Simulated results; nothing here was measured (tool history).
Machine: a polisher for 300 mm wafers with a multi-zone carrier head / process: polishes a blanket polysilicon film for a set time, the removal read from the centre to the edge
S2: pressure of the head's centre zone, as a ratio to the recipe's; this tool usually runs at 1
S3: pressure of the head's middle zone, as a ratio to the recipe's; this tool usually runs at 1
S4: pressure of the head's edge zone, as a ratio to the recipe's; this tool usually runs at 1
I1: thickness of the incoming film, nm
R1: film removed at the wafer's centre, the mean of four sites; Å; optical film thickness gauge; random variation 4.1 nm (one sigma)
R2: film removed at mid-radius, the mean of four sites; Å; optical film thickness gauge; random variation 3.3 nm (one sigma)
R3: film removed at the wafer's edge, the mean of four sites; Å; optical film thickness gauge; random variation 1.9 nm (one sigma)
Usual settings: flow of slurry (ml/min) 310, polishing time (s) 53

run 1 hour=0 | flow_of_slurry_(ml/min)=310 S2=1 S3=1 S4=1 polishing_time_(s)=53 | I1=1273.8 | R1=3047 R2=2887 R3=2945
run 2 hour=14.2 | flow_of_slurry_(ml/min)=390 S2=0.88 S3=1 S4=1.11 polishing_time_(s)=47 | I1=1265.3 | R1=2498 R2=2580 R3=2718
run 3 hour=20.8 | flow_of_slurry_(ml/min)=310 S2=1.07 S3=1 S4=1 polishing_time_(s)=59 | I1=1285 | R1=3364 R2=3144 R3=3160
run 4 hour=38.2 | flow_of_slurry_(ml/min)=280 S2=1 S3=1.07 S4=1 polishing_time_(s)=53 | I1=1268.6 | R1=2788 R2=2874 R3=2804
run 5 hour=52.5 | flow_of_slurry_(ml/min)=240 S2=1 S3=1 S4=0.94 polishing_time_(s)=53 | I1=1247.2 | R1=2821 R2=2690 R3=2634
-- hour=54.7 edge zone pressure recalibrated
-- hour=82.2 carrier head's membrane replaced by a new one
-- hour=85.1 worn pad replaced by a new one
run 6 hour=98 | flow_of_slurry_(ml/min)=310 S2=1 S3=1 S4=1 polishing_time_(s)=53 | I1=1241.3 | R1=3018 R2=2914 R3=2987
run 7 hour=111.2 | flow_of_slurry_(ml/min)=310 S2=0.94 S3=1 S4=1 polishing_time_(s)=44 | I1=1253.6 | R1=2351 R2=2412 R3=2395
run 8 hour=118.7 | flow_of_slurry_(ml/min)=255 S2=0.89 S3=1 S4=1.12 polishing_time_(s)=60 | I1=1266.1 | R1=3059 R2=3180 R3=3368
run 9 hour=132.2 | flow_of_slurry_(ml/min)=405 S2=1.06 S3=1 S4=1.04 polishing_time_(s)=53 | I1=1275 | R1=3036 R2=2886 R3=2905
-- hour=144.5 centre zone pressure recalibrated
run 10 hour=147.4 | flow_of_slurry_(ml/min)=310 S2=0.92 S3=1 S4=1 polishing_time_(s)=53 | I1=1288.9 | R1=2737 R2=2781 R3=2774
run 11 hour=162.8 | flow_of_slurry_(ml/min)=310 S2=0.91 S3=0.89 S4=0.89 polishing_time_(s)=38 | I1=1258.1 | R1=1928 R2=1786 R3=1902
run 12 hour=177.9 | flow_of_slurry_(ml/min)=280 S2=1 S3=1.07 S4=1 polishing_time_(s)=53 | I1=1274.3 | R1=2831 R2=2899 R3=2737
-- hour=190.8 worn pad replaced by a new one
run 13 hour=191.3 | flow_of_slurry_(ml/min)=310 S2=1 S3=1 S4=1 polishing_time_(s)=53 | I1=1279 | R1=3140 R2=3040 R3=3055
run 14 hour=208 | flow_of_slurry_(ml/min)=340 S2=1 S3=0.97 S4=1.08 polishing_time_(s)=37 | I1=1280.9 | R1=2080 R2=2003 R3=2153
run 15 hour=219.9 | flow_of_slurry_(ml/min)=310 S2=1 S3=0.92 S4=1 polishing_time_(s)=53 | I1=1262.6 | R1=2994 R2=2676 R3=2867
run 16 hour=234.5 | flow_of_slurry_(ml/min)=255 S2=1.03 S3=1.07 S4=1.09 polishing_time_(s)=53 | I1=1260.7 | R1=2911 R2=2997 R3=2913
run 17 hour=247.2 | flow_of_slurry_(ml/min)=365 S2=1 S3=1.11 S4=1.07 polishing_time_(s)=53 | I1=1270.9 | R1=2976 R2=3075 R3=2895
run 18 hour=263.9 | flow_of_slurry_(ml/min)=310 S2=1 S3=1 S4=0.94 polishing_time_(s)=53 | I1=1254.5 | R1=2874 R2=2742 R3=2711
run 19 hour=281.1 | flow_of_slurry_(ml/min)=310 S2=1 S3=1 S4=1 polishing_time_(s)=53 | I1=1267.8 | R1=2890 R2=2723 R3=2737
-- hour=289.4 worn pad replaced by a new one
run 20 hour=289.9 | flow_of_slurry_(ml/min)=310 S2=1 S3=1 S4=1 polishing_time_(s)=48 | I1=1272.6 | R1=2914 R2=2759 R3=2786
run 21 hour=298.4 | flow_of_slurry_(ml/min)=310 S2=1 S3=1 S4=1 polishing_time_(s)=53 | I1=1268.3 | R1=3148 R2=3000 R3=3001
run 22 hour=311.8 | flow_of_slurry_(ml/min)=310 S2=0.91 S3=0.93 S4=0.91 polishing_time_(s)=70 | I1=1250.5 | R1=3762 R2=3623 R3=3726
run 23 hour=323.9 | flow_of_slurry_(ml/min)=385 S2=1 S3=0.95 S4=1 polishing_time_(s)=53 | I1=1270.5 | R1=3053 R2=2814 R3=2919

Each row is a separate what-if for the run after 23, all from the same tool condition, not one after another. Results?
run A hour=324.3 | flow_of_slurry_(ml/min)=310 S2=1 S3=1 S4=1 polishing_time_(s)=53 | I1=1269.4 | R1=? R2=? R3=?
run B hour=324.3 | flow_of_slurry_(ml/min)=350 S2=1 S3=1 S4=1 polishing_time_(s)=53 | I1=1269.4 | R1=? R2=? R3=?
run C hour=324.3 | flow_of_slurry_(ml/min)=310 S2=0.95 S3=0.93 S4=1 polishing_time_(s)=53 | I1=1269.4 | R1=? R2=? R3=?

run=A R1=2993 R2=2799 R3=2889
run=B R1=3028 R2=2828 R3=2912
run=C R1=2892 R2=2642 R3=2891
Had the tool no hidden state, the same runs would have come out as:
run=A R1=3211 R2=3003 R3=3100
run=B R1=3249 R2=3035 R3=3125
run=C R1=3103 R2=2834 R3=3102
